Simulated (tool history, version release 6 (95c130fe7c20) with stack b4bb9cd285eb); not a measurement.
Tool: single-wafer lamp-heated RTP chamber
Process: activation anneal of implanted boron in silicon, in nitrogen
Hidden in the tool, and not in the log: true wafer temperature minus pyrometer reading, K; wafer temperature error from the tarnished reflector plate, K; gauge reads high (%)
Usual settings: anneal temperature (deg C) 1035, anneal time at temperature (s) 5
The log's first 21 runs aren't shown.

run,hour,anneal temperature (deg C),anneal time at temperature (s),wafers since the last listed run,wafers since the last pyrometer calibration,wafers since the reflector plate was cleaned,hours since the gauge calibration,"read-back reference wafer on the same gauge, sheet resistance",sheet resistance of the implanted and annealed layer (ohm/square)
22,1088.3,1035,5,1073,8193,3131,103.9,152.55,185.38
# hour 1114: pyrometer window cleaned and pyrometer calibrated
23,1129.8,1035,5,682,321,3814,145.4,152.66,185.84
24,1164.2,1035,3,700,1021,4514,179.8,152.77,186.17
25,1205.5,1046,3,841,1863,5356,221.1,152.8,185.29
26,1272.8,1024,3,1370,3234,6727,288.4,152.88,187.23
27,1302.2,1053,5,598,3832,7325,317.8,153.03,184.8
28,1338.3,1008,3,735,4568,8061,353.9,153,190.96
29,1369.6,1050,5,637,5205,8698,385.2,153.15,184.99
# hour 1448.5: reflector plate cleaned
30,1580.3,1027,5,4129,9335,2685,595.9,153.51,187.21
# hour 1628.8: pyrometer window cleaned and pyrometer calibrated
31,1647,1025,8,1195,371,3880,662.6,153.59,187.13
32,1685.2,1035,5,778,1149,4659,700.8,153.69,186.32
33,1817.7,1016,7,2699,3848,7358,833.3,153.96,188.77
34,1913.5,1050,4,1951,5799,9309,929.1,154.07,186.82
35,1956.6,1057,5,877,6677,10187,972.2,154.27,185.65
36,1981,1054,5,497,7174,10684,996.6,154.31,186.19

4 ways to go on from here, each from the tool as it stands after run 36. What would each give?
A,1981.4,1035,5,8,7183,10692,997,?,?
B,1981.4,1049,3,8,7183,10692,997,?,?
C,1981.4,1043,3,8,7183,10692,997,?,?
D,1981.4,1009,5,8,7183,10692,997,?,?

run,"read-back reference wafer on the same gauge, sheet resistance",sheet resistance of the implanted and annealed layer (ohm/square)
A,154.28,186.93
B,154.28,186.62
C,154.28,186.94
D,154.28,190.58
Without the tool's hidden state the same runs would have given:
run,sheet resistance of the implanted and annealed layer (ohm/square)
A,184.16
B,183.86
C,184.17
D,187.76
